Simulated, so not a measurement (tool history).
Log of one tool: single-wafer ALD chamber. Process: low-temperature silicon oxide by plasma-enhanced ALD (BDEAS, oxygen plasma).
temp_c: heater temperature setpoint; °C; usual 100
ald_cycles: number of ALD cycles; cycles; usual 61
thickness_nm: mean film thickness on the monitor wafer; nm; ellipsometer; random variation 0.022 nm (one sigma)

run	hour	temp_c	ald_cycles	wafers since the last listed run	hours since the last thermocouple change	hours since the gauge calibration	read-back reference wafer on the same gauge, thickness_nm	thickness_nm
1	0	100	61	0	567.3	541.2	9.389	8.938
2	36.6	94	61	242	603.9	577.8	9.377	9.016
3	96.4	94	61	396	663.7	637.6	9.366	9
4	129.2	94	61	217	696.5	670.4	9.373	8.981
# hour 144: gauge calibrated
5	175.7	100	61	308	743	31.7	9.378	8.872
6	338.8	100	61	1081	906.1	194.8	9.382	8.868
7	363.9	100	61	166	931.2	219.9	9.375	8.861
8	404.8	100	69	271	972.1	260.8	9.379	10.045
9	457.5	100	58	349	1024.8	313.5	9.373	8.406
10	498.2	89	61	269	1065.5	354.2	9.39	9.165
11	544.2	107	72	305	1111.5	400.2	9.378	10.32
12	593.3	112	61	325	1160.6	449.3	9.381	8.637
13	623.8	100	61	202	1191.1	479.8	9.384	8.901
14	653.7	100	61	198	1221	509.7	9.378	8.866
15	684.2	107	72	202	1251.5	540.2	9.383	10.292
16	708.3	89	50	159	1275.6	564.3	9.375	7.49
# hour 730.8: thermocouple changed; heater temperature recalibrated
17	771.5	113	52	366	40.7	627.5	9.365	7.467
# hour 817.4: gauge calibrated
18	972.8	109	52	1335	242	155.4	9.38	7.461
19	1041.2	106	55	453	310.4	223.8	9.37	7.937
20	1107.8	100	61	441	377	290.4	9.373	8.933

3 ways to go on from here, each from the tool as it stands after run 20. What would each give?
A	1108.3	100	61	3	377.5	290.9	?	?
B	1108.3	93	55	3	377.5	290.9	?	?
C	1108.3	86	52	3	377.5	290.9	?	?

run	read-back reference wafer on the same gauge, thickness_nm	thickness_nm
A	9.378	8.934
B	9.378	8.23
C	9.378	8.002
Without the tool's hidden state the same runs would have given:
run	thickness_nm
A	9
B	8.348
C	8.114
